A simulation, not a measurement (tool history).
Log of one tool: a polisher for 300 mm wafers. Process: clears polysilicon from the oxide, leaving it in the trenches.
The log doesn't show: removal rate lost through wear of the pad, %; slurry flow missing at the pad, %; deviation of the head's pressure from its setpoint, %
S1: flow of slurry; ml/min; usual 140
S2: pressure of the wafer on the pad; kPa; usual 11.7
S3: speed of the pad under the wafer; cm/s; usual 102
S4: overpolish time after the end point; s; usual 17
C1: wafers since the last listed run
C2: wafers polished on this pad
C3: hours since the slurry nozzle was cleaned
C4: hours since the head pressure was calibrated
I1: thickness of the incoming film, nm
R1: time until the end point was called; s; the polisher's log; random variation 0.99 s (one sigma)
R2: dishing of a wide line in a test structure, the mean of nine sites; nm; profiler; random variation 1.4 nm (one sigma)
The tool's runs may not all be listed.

{"run": 1, "hour": 0.0, "S1": 140, "S2": 11.7, "S3": 102, "S4": 17, "C1": 0, "C2": 1249, "C3": 251.5, "C4": 745.7, "I1": 534.3, "R1": 61.8, "R2": 60.9}
{"run": 2, "hour": 16.4, "S1": 140, "S2": 11.7, "S3": 102, "S4": 17, "C1": 178, "C2": 1428, "C3": 267.9, "C4": 762.1, "I1": 535.3, "R1": 61.2, "R2": 58.6}
{"hour": 29.5, "done": "worn pad replaced by a new one"}
{"hour": 41.8, "done": "slurry nozzle cleaned"}
{"run": 3, "hour": 66.6, "S1": 155, "S2": 15.2, "S3": 102, "S4": 17, "C1": 492, "C2": 393, "C3": 24.8, "C4": 812.3, "I1": 526.6, "R1": 39.3, "R2": 61.5}
{"run": 4, "hour": 80.8, "S1": 155, "S2": 15.2, "S3": 102, "S4": 17, "C1": 154, "C2": 548, "C3": 39, "C4": 826.5, "I1": 527.5, "R1": 40.6, "R2": 62.4}
{"run": 5, "hour": 97.4, "S1": 155, "S2": 15.2, "S3": 102, "S4": 17, "C1": 180, "C2": 728, "C3": 55.6, "C4": 843.1, "I1": 529.9, "R1": 41, "R2": 61.7}
{"run": 6, "hour": 113.4, "S1": 140, "S2": 9.7, "S3": 102, "S4": 17, "C1": 174, "C2": 903, "C3": 71.6, "C4": 859.1, "I1": 525.4, "R1": 65.5, "R2": 56.9}
{"run": 7, "hour": 147.4, "S1": 140, "S2": 11.7, "S3": 102, "S4": 17, "C1": 370, "C2": 1273, "C3": 105.6, "C4": 893.1, "I1": 532.7, "R1": 54.4, "R2": 61}
{"hour": 160.6, "done": "worn pad replaced by a new one"}
{"run": 8, "hour": 161.1, "S1": 140, "S2": 11.7, "S3": 102, "S4": 17, "C1": 105, "C2": 5, "C3": 119.3, "C4": 906.8, "I1": 536.5, "R1": 56.8, "R2": 59}
{"run": 9, "hour": 166.2, "S1": 140, "S2": 11.7, "S3": 102, "S4": 17, "C1": 55, "C2": 60, "C3": 124.4, "C4": 911.9, "I1": 534.3, "R1": 55.5, "R2": 60.2}
{"run": 10, "hour": 174.4, "S1": 140, "S2": 11.7, "S3": 102, "S4": 17, "C1": 89, "C2": 149, "C3": 132.6, "C4": 920.1, "I1": 529, "R1": 57.1, "R2": 57.9}
{"run": 11, "hour": 181.7, "S1": 95, "S2": 11.7, "S3": 102, "S4": 17, "C1": 79, "C2": 229, "C3": 139.9, "C4": 927.4, "I1": 529.6, "R1": 63.8, "R2": 58.3}
{"run": 12, "hour": 189.3, "S1": 140, "S2": 11.7, "S3": 102, "S4": 25, "C1": 82, "C2": 312, "C3": 147.5, "C4": 935, "I1": 528.3, "R1": 57.2, "R2": 63.4}
{"run": 13, "hour": 195.9, "S1": 140, "S2": 13.1, "S3": 102, "S4": 20, "C1": 71, "C2": 384, "C3": 154.1, "C4": 941.6, "I1": 527, "R1": 51.1, "R2": 59.8}
{"run": 14, "hour": 208.8, "S1": 140, "S2": 11.7, "S3": 102, "S4": 17, "C1": 140, "C2": 524, "C3": 167, "C4": 954.5, "I1": 524.1, "R1": 57.2, "R2": 58.9}
{"run": 15, "hour": 225.4, "S1": 115, "S2": 15.2, "S3": 102, "S4": 17, "C1": 180, "C2": 705, "C3": 183.6, "C4": 971.1, "I1": 529.8, "R1": 48.1, "R2": 63.8}
{"run": 16, "hour": 232.2, "S1": 140, "S2": 10.3, "S3": 102, "S4": 17, "C1": 74, "C2": 779, "C3": 190.4, "C4": 977.9, "I1": 531.4, "R1": 67.7, "R2": 55.6}
{"run": 17, "hour": 262.8, "S1": 140, "S2": 11.7, "S3": 102, "S4": 17, "C1": 333, "C2": 1112, "C3": 221, "C4": 1008.5, "I1": 529.8, "R1": 58.4, "R2": 59.1}
{"hour": 265.9, "done": "head pressure recalibrated"}
{"run": 18, "hour": 275.8, "S1": 140, "S2": 13.8, "S3": 102, "S4": 17, "C1": 119, "C2": 1232, "C3": 234, "C4": 9.9, "I1": 534.7, "R1": 57.1, "R2": 59.8}
{"run": 19, "hour": 292.3, "S1": 140, "S2": 13.1, "S3": 136, "S4": 17, "C1": 179, "C2": 1412, "C3": 250.5, "C4": 26.4, "I1": 532.1, "R1": 45.8, "R2": 62.4}
{"hour": 298.1, "done": "worn pad replaced by a new one"}
{"run": 20, "hour": 299.0, "S1": 140, "S2": 11.7, "S3": 102, "S4": 17, "C1": 29, "C2": 9, "C3": 257.2, "C4": 33.1, "I1": 533.7, "R1": 66.5, "R2": 56.8}
{"run": 21, "hour": 313.6, "S1": 140, "S2": 11.7, "S3": 102, "S4": 17, "C1": 159, "C2": 168, "C3": 271.8, "C4": 47.7, "I1": 530.8, "R1": 64.5, "R2": 56.9}
{"run": 22, "hour": 323.6, "S1": 140, "S2": 11.7, "S3": 102, "S4": 17, "C1": 108, "C2": 277, "C3": 281.8, "C4": 57.7, "I1": 533.2, "R1": 67.2, "R2": 58.1}
{"run": 23, "hour": 337.4, "S1": 140, "S2": 8.3, "S3": 102, "S4": 17, "C1": 150, "C2": 427, "C3": 295.6, "C4": 71.5, "I1": 541.3, "R1": 96.7, "R2": 51}
{"hour": 339.4, "done": "slurry nozzle cleaned"}
{"run": 24, "hour": 350.6, "S1": 140, "S2": 11.7, "S3": 102, "S4": 17, "C1": 132, "C2": 560, "C3": 11.2, "C4": 84.7, "I1": 541, "R1": 60.8, "R2": 57}
{"run": 25, "hour": 358.6, "S1": 140, "S2": 11.7, "S3": 102, "S4": 13, "C1": 87, "C2": 647, "C3": 19.2, "C4": 92.7, "I1": 531.3, "R1": 58.5, "R2": 53.1}
{"run": 26, "hour": 371.0, "S1": 140, "S2": 11.7, "S3": 68, "S4": 17, "C1": 135, "C2": 782, "C3": 31.6, "C4": 105.1, "I1": 520.1, "R1": 84.9, "R2": 49.9}
{"run": 27, "hour": 381.1, "S1": 140, "S2": 11.7, "S3": 120, "S4": 17, "C1": 110, "C2": 892, "C3": 41.7, "C4": 115.2, "I1": 523.3, "R1": 49.9, "R2": 61.8}
{"run": 28, "hour": 398.2, "S1": 155, "S2": 11.7, "S3": 82, "S4": 24, "C1": 186, "C2": 1078, "C3": 58.8, "C4": 132.3, "I1": 530.1, "R1": 72, "R2": 60.1}
{"run": 29, "hour": 410.1, "S1": 140, "S2": 11.7, "S3": 102, "S4": 17, "C1": 129, "C2": 1208, "C3": 70.7, "C4": 144.2, "I1": 536.1, "R1": 62.7, "R2": 56.5}
{"run": 30, "hour": 419.6, "S1": 140, "S2": 13.8, "S3": 102, "S4": 20, "C1": 103, "C2": 1312, "C3": 80.2, "C4": 153.7, "I1": 521.4, "R1": 52, "R2": 62.1}
{"run": 31, "hour": 433.4, "S1": 105, "S2": 11.7, "S3": 88, "S4": 10, "C1": 150, "C2": 1462, "C3": 94, "C4": 167.5, "I1": 530.5, "R1": 79.9, "R2": 42.1}
{"hour": 443.8, "done": "worn pad replaced by a new one"}
{"run": 32, "hour": 458.6, "S1": 125, "S2": 11.7, "S3": 102, "S4": 17, "C1": 230, "C2": 160, "C3": 119.2, "C4": 192.7, "I1": 539.2, "R1": 67.2, "R2": 56.9}
{"run": 33, "hour": 475.5, "S1": 140, "S2": 13.1, "S3": 102, "S4": 20, "C1": 184, "C2": 344, "C3": 136.1, "C4": 209.6, "I1": 521.1, "R1": 55.5, "R2": 59.3}
{"run": 34, "hour": 485.6, "S1": 120, "S2": 8.3, "S3": 138, "S4": 22, "C1": 110, "C2": 454, "C3": 146.2, "C4": 219.7, "I1": 533.9, "R1": 72.3, "R2": 61.1}

What the log doesn't show, run by run:
removal rate lost through wear of the pad, %: 0 in every run
H1: slurry flow missing at the pad, %
H2: deviation of the head's pressure from its setpoint, %
run=1 H1=41.3 H2=8.95
run=2 H1=41.9 H2=9.14
run=3 H1=10.4 H2=9.7
run=4 H1=14.5 H2=9.86
run=5 H1=18.6 H2=10
run=6 H1=22.1 H2=10.2
run=7 H1=27.9 H2=10.6
run=8 H1=29.8 H2=10.8
run=9 H1=30.5 H2=10.8
run=10 H1=31.4 H2=10.9
run=11 H1=32.3 H2=11
run=12 H1=33 H2=11.1
run=13 H1=33.7 H2=11.1
run=14 H1=34.8 H2=11.3
run=15 H1=36.1 H2=11.5
run=16 H1=36.6 H2=11.5
run=17 H1=38.4 H2=11.9
run=18 H1=39 H2=-1.86
run=19 H1=39.7 H2=-1.68
run=20 H1=40 H2=-1.6
run=21 H1=40.5 H2=-1.44
run=22 H1=40.8 H2=-1.33
run=23 H1=41.2 H2=-1.17
run=24 H1=9.69 H2=-1.03
run=25 H1=12.4 H2=-0.938
run=26 H1=16.2 H2=-0.8
run=27 H1=18.9 H2=-0.687
run=28 H1=23.1 H2=-0.496
run=29 H1=25.6 H2=-0.363
run=30 H1=27.5 H2=-0.257
run=31 H1=29.9 H2=-0.103
run=32 H1=33.5 H2=0.178
run=33 H1=35.6 H2=0.367
run=34 H1=36.6 H2=0.48

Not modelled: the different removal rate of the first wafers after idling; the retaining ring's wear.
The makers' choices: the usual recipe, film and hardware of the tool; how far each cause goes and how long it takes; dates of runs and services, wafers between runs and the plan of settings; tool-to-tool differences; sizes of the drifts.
